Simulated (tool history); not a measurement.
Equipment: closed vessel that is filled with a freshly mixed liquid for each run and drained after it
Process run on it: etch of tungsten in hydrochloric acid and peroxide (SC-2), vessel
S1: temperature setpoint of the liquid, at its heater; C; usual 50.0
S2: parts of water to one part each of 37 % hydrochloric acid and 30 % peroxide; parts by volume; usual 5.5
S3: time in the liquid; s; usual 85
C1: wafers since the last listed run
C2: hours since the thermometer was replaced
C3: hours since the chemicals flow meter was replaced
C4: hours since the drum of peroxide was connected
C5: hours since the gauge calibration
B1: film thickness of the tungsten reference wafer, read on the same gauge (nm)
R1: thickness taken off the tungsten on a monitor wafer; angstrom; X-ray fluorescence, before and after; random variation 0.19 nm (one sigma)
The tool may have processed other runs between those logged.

run 1 hour=0.0 | S1=46.5 S2=5.5 S3=85 | C1=0 C2=1126.4 C3=1521.5 C4=530.7 C5=16.8 | B1=119.99 | R1=193.1
run 2 hour=9.7 | S1=46.5 S2=5.5 S3=85 | C1=798 C2=1136.1 C3=1531.2 C4=540.4 C5=26.5 | B1=119.99 | R1=194.2
run 3 hour=16.8 | S1=50.0 S2=5.5 S3=85 | C1=584 C2=1143.2 C3=1538.3 C4=547.5 C5=33.6 | B1=119.97 | R1=245.0
run 4 hour=32.6 | S1=50.0 S2=5.5 S3=85 | C1=1300 C2=1159.0 C3=1554.1 C4=563.3 C5=49.4 | B1=120.02 | R1=242.4
run 5 hour=45.1 | S1=50.0 S2=4.0 S3=85 | C1=1028 C2=1171.5 C3=1566.6 C4=575.8 C5=61.9 | B1=120.02 | R1=303.9
run 6 hour=54.5 | S1=50.0 S2=4.0 S3=85 | C1=773 C2=1180.9 C3=1576.0 C4=585.2 C5=71.3 | B1=120.04 | R1=304.6
run 7 hour=64.2 | S1=50.0 S2=4.0 S3=85 | C1=798 C2=1190.6 C3=1585.7 C4=594.9 C5=81.0 | B1=120.01 | R1=304.3
run 8 hour=80.6 | S1=50.0 S2=5.5 S3=55 | C1=1349 C2=1207.0 C3=1602.1 C4=611.3 C5=97.4 | B1=119.98 | R1=156.4
-- hour=82.2 thermometer replaced
run 9 hour=92.2 | S1=55.0 S2=5.5 S3=85 | C1=872 C2=10.0 C3=1613.7 C4=622.9 C5=109.0 | B1=120.04 | R1=331.9
run 10 hour=105.7 | S1=55.0 S2=5.5 S3=85 | C1=1111 C2=23.5 C3=1627.2 C4=636.4 C5=122.5 | B1=120.03 | R1=334.6
run 11 hour=123.1 | S1=50.0 S2=5.5 S3=45 | C1=1432 C2=40.9 C3=1644.6 C4=653.8 C5=139.9 | B1=120.04 | R1=126.9
run 12 hour=137.6 | S1=50.0 S2=5.5 S3=85 | C1=1193 C2=55.4 C3=1659.1 C4=668.3 C5=154.4 | B1=119.99 | R1=240.2
run 13 hour=153.3 | S1=50.0 S2=4.0 S3=85 | C1=1292 C2=71.1 C3=1674.8 C4=684.0 C5=170.1 | B1=119.97 | R1=301.6
-- hour=161.4 gauge calibrated
run 14 hour=166.8 | S1=44.5 S2=5.5 S3=85 | C1=1111 C2=84.6 C3=1688.3 C4=697.5 C5=5.4 | B1=120.02 | R1=165.4
-- hour=170.0 chemicals flow meter replaced
run 15 hour=179.6 | S1=56.0 S2=8.0 S3=35 | C1=971 C2=97.4 C3=9.6 C4=710.3 C5=18.2 | B1=119.98 | R1=109.3
run 16 hour=193.7 | S1=50.0 S2=5.5 S3=85 | C1=1160 C2=111.5 C3=23.7 C4=724.4 C5=32.3 | B1=119.99 | R1=240.7
-- hour=208.8 new drum of peroxide connected
run 17 hour=209.8 | S1=53.0 S2=5.5 S3=85 | C1=1242 C2=127.6 C3=39.8 C4=1.0 C5=48.4 | B1=120.03 | R1=316.6
run 18 hour=219.7 | S1=56.5 S2=5.5 S3=120 | C1=814 C2=137.5 C3=49.7 C4=10.9 C5=58.3 | B1=119.98 | R1=553.8
run 19 hour=230.3 | S1=53.5 S2=7.0 S3=85 | C1=872 C2=148.1 C3=60.3 C4=21.5 C5=68.9 | B1=120.03 | R1=267.4
run 20 hour=243.9 | S1=42.5 S2=4.0 S3=120 | C1=1119 C2=161.7 C3=73.9 C4=35.1 C5=82.5 | B1=120.05 | R1=269.9
run 21 hour=258.5 | S1=50.0 S2=5.5 S3=85 | C1=1201 C2=176.3 C3=88.5 C4=49.7 C5=97.1 | B1=120.06 | R1=255.3
run 22 hour=271.0 | S1=50.0 S2=6.5 S3=85 | C1=1028 C2=188.8 C3=101.0 C4=62.2 C5=109.6 | B1=120.00 | R1=222.9

Forecast each of these 5 alternatives for the next run:
run A hour=271.7 | S1=50.0 S2=5.5 S3=60 | C1=57 C2=189.5 C3=101.7 C4=62.9 C5=110.3 | B1=? | R1=?
run B hour=271.7 | S1=54.5 S2=5.5 S3=85 | C1=57 C2=189.5 C3=101.7 C4=62.9 C5=110.3 | B1=? | R1=?
run C hour=271.7 | S1=50.0 S2=7.5 S3=125 | C1=57 C2=189.5 C3=101.7 C4=62.9 C5=110.3 | B1=? | R1=?
run D hour=271.7 | S1=55.0 S2=8.0 S3=55 | C1=57 C2=189.5 C3=101.7 C4=62.9 C5=110.3 | B1=? | R1=?
run E hour=271.7 | S1=59.0 S2=6.5 S3=135 | C1=57 C2=189.5 C3=101.7 C4=62.9 C5=110.3 | B1=? | R1=?

run=A B1=120.00 R1=182.7
run=B B1=120.00 R1=348.0
run=C B1=120.00 R1=300.4
run=D B1=120.00 R1=174.4
run=E B1=120.00 R1=650.3
Stripped of hidden state, with their random variation kept, the same runs would have yielded:
run=A R1=184.3
run=B R1=350.9
run=C R1=303.0
run=D R1=175.9
run=E R1=655.8
